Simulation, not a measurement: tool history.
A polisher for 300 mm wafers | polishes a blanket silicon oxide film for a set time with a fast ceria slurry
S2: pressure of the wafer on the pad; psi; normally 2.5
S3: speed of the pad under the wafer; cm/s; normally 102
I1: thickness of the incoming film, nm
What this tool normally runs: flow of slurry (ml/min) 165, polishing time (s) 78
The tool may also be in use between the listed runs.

{"run": 1, "hour": 0.0, "flow of slurry (ml/min)": 165, "S2": 2.8, "S3": 102, "polishing time (s)": 78, "I1": 3210.2, "film removed (nm)": 1224.7}
{"run": 2, "hour": 90.5, "flow of slurry (ml/min)": 165, "S2": 2.5, "S3": 102, "polishing time (s)": 78, "I1": 3190.2, "film removed (nm)": 1078.2}
{"hour": 108.3, "done": "slurry nozzle cleaned"}
{"run": 3, "hour": 130.4, "flow of slurry (ml/min)": 165, "S2": 2.5, "S3": 102, "polishing time (s)": 78, "I1": 3245.4, "film removed (nm)": 1060.3}
{"run": 4, "hour": 187.0, "flow of slurry (ml/min)": 165, "S2": 2.5, "S3": 102, "polishing time (s)": 78, "I1": 3247.7, "film removed (nm)": 1043}
{"hour": 201.8, "done": "worn pad replaced by a new one"}
{"run": 5, "hour": 229.1, "flow of slurry (ml/min)": 165, "S2": 2.5, "S3": 102, "polishing time (s)": 78, "I1": 3233.4, "film removed (nm)": 1101.2}
{"run": 6, "hour": 269.6, "flow of slurry (ml/min)": 165, "S2": 2, "S3": 102, "polishing time (s)": 78, "I1": 3217.6, "film removed (nm)": 866.2}
{"run": 7, "hour": 318.9, "flow of slurry (ml/min)": 165, "S2": 2.5, "S3": 102, "polishing time (s)": 96, "I1": 3191.4, "film removed (nm)": 1330.2}
{"run": 8, "hour": 407.5, "flow of slurry (ml/min)": 165, "S2": 2.5, "S3": 102, "polishing time (s)": 78, "I1": 3179, "film removed (nm)": 1049.1}
{"hour": 445.4, "done": "worn pad replaced by a new one"}
{"run": 9, "hour": 479.4, "flow of slurry (ml/min)": 165, "S2": 2.2, "S3": 102, "polishing time (s)": 92, "I1": 3276.5, "film removed (nm)": 1135.3}
{"hour": 515.0, "done": "head pressure recalibrated"}
{"run": 10, "hour": 563.9, "flow of slurry (ml/min)": 165, "S2": 2.5, "S3": 126, "polishing time (s)": 102, "I1": 3235.2, "film removed (nm)": 1705.1}
{"run": 11, "hour": 612.4, "flow of slurry (ml/min)": 165, "S2": 2.5, "S3": 102, "polishing time (s)": 78, "I1": 3165.7, "film removed (nm)": 1079.1}
{"hour": 651.8, "done": "worn pad replaced by a new one"}
{"run": 12, "hour": 668.9, "flow of slurry (ml/min)": 130, "S2": 2.5, "S3": 136, "polishing time (s)": 61, "I1": 3235.8, "film removed (nm)": 1044}
{"run": 13, "hour": 769.1, "flow of slurry (ml/min)": 190, "S2": 1.9, "S3": 114, "polishing time (s)": 88, "I1": 3279, "film removed (nm)": 1045.5}
{"run": 14, "hour": 814.2, "flow of slurry (ml/min)": 165, "S2": 2.5, "S3": 102, "polishing time (s)": 78, "I1": 3259.2, "film removed (nm)": 1066}
{"hour": 836.4, "done": "worn pad replaced by a new one"}
{"hour": 836.7, "done": "slurry nozzle cleaned"}
{"run": 15, "hour": 877.9, "flow of slurry (ml/min)": 165, "S2": 2.5, "S3": 102, "polishing time (s)": 52, "I1": 3210.9, "film removed (nm)": 735.2}
{"run": 16, "hour": 977.3, "flow of slurry (ml/min)": 200, "S2": 2.5, "S3": 72, "polishing time (s)": 104, "I1": 3218.5, "film removed (nm)": 1133.4}
{"hour": 1020.2, "done": "worn pad replaced by a new one"}
{"run": 17, "hour": 1065.9, "flow of slurry (ml/min)": 165, "S2": 2.9, "S3": 102, "polishing time (s)": 78, "I1": 3238.3, "film removed (nm)": 1258.5}

Forecast each of these 3 alternatives for the next run:
{"run": "A", "hour": 1066.3, "flow of slurry (ml/min)": 165, "S2": 2.5, "S3": 102, "polishing time (s)": 57, "I1": 3273, "film removed (nm)": "?"}
{"run": "B", "hour": 1066.3, "flow of slurry (ml/min)": 165, "S2": 2.5, "S3": 72, "polishing time (s)": 78, "I1": 3273, "film removed (nm)": "?"}
{"run": "C", "hour": 1066.3, "flow of slurry (ml/min)": 165, "S2": 3.3, "S3": 126, "polishing time (s)": 78, "I1": 3273, "film removed (nm)": "?"}

run=A film_removed_(nm)=802.7
run=B film_removed_(nm)=838.4
run=C film_removed_(nm)=1722.4
With the hidden condition removed and each run's random variation left untouched, the same runs would have given:
run=A film_removed_(nm)=813
run=B film_removed_(nm)=849.2
run=C film_removed_(nm)=1744.5

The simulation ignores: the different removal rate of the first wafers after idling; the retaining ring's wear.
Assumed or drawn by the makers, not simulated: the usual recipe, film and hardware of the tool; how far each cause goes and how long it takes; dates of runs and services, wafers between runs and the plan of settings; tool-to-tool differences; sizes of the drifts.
